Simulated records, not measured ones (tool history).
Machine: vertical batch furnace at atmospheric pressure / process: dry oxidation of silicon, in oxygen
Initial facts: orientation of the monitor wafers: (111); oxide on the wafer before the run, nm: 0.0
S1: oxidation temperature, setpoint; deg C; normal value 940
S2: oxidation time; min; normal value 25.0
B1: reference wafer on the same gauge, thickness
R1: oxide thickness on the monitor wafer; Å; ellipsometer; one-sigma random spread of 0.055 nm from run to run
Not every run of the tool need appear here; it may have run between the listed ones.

Run 1, day 0.000: usual settings; B1 24.60. Result: R1 227.6 Å.
Run 2, day 1.950: usual settings; B1 24.63. Result: R1 227.6 Å.
Run 3, day 4.467: usual settings but S1 959 deg C; B1 24.59. Result: R1 267.4 Å.
Run 4, day 7.396: usual settings; B1 24.57. Result: R1 226.4 Å.
Run 5, day 10.008: usual settings; B1 24.62. Result: R1 227.2 Å.
Run 6, day 14.275: usual settings; B1 24.63. Result: R1 227.5 Å.
Run 7, day 16.679: usual settings; B1 24.58. Result: R1 227.6 Å.
Run 8, day 18.588: usual settings; B1 24.57. Result: R1 227.8 Å.
Run 9, day 20.558: usual settings; B1 24.62. Result: R1 227.1 Å.
Run 10, day 21.592: usual settings; B1 24.59. Result: R1 228.3 Å.
Run 11, day 27.092: usual settings but S1 927 deg C; B1 24.59. Result: R1 202.9 Å.
Run 12, day 29.125: usual settings but S1 927 deg C; B1 24.61. Result: R1 201.8 Å.
Run 13, day 31.933: usual settings but S1 959 deg C, S2 32.5 min; B1 24.58. Result: R1 320.2 Å.
Run 14, day 32.954: usual settings but S1 917 deg C, S2 31.0 min; B1 24.59. Result: R1 212.2 Å.
Run 15, day 34.454: usual settings; B1 24.60. Result: R1 228.5 Å.
Run 16, day 36.996: usual settings but S1 958 deg C, S2 31.5 min; B1 24.60. Result: R1 311.1 Å.
Run 17, day 38.892: usual settings but S2 28.0 min; B1 24.59. Result: R1 247.4 Å.
At day 41.492: thermocouples replaced and temperature profile calibrated.
At day 42.408: boat lift adjusted.
Run 18, day 42.429: usual settings but S1 931 deg C, S2 32.5 min; B1 24.61. Result: R1 248.5 Å.
Run 19, day 43.608: usual settings but S1 924 deg C, S2 30.0 min; B1 24.64. Result: R1 220.5 Å.
At day 44.250: gauge calibrated.
Run 20, day 44.762: usual settings but S1 948 deg C, S2 30.5 min; B1 24.60. Result: R1 276.7 Å.
Run 21, day 46.071: usual settings but S1 927 deg C, S2 14.5 min; B1 24.60. Result: R1 136.6 Å.
Run 22, day 47.454: usual settings; B1 24.60. Result: R1 225.1 Å.
Run 23, day 49.171: usual settings; B1 24.60. Result: R1 224.7 Å.
Run 24, day 51.746: usual settings but S1 947 deg C; B1 24.63. Result: R1 238.3 Å.
Run 25, day 53.129: usual settings but S1 961 deg C, S2 36.5 min; B1 24.61. Result: R1 347.2 Å.
Run 26, day 54.225: usual settings but S1 955 deg C, S2 14.0 min; B1 24.58. Result: R1 173.4 Å.
Run 27, day 56.733: usual settings; B1 24.60. Result: R1 225.5 Å.

A few steps of R1 between consecutive runs. Split each: what settings, incoming material and random variation would produce without the hidden state, and what is left over for the hidden state, along with gauge scatter present in only one of the two compared results (measured, and without hidden state):
The tool's hidden condition here consists of: true tube temperature minus thermocouple reading, K; monitor wafer colder than the profiled boat position, K; gauge reads high (%).
Run 12 -> 13: S1 927 -> 959, S2 25.0 -> 32.5. R1 +118.4 Å: hidden state +0.8, all else +117.6.
Run 17 -> 18: S1 940 -> 931, S2 28.0 -> 32.5, thermocouples replaced and temperature profile calibrated, boat lift adjusted. R1 +1.1 Å: hidden state -2.8, all else +3.9.
Run 20 -> 21: S1 948 -> 927, S2 30.5 -> 14.5. R1 -140.1 Å: hidden state +0.3, all else -140.4.
Run 25 -> 26: S1 961 -> 955, S2 36.5 -> 14.0. R1 -173.8 Å: hidden state +0.3, all else -174.1.
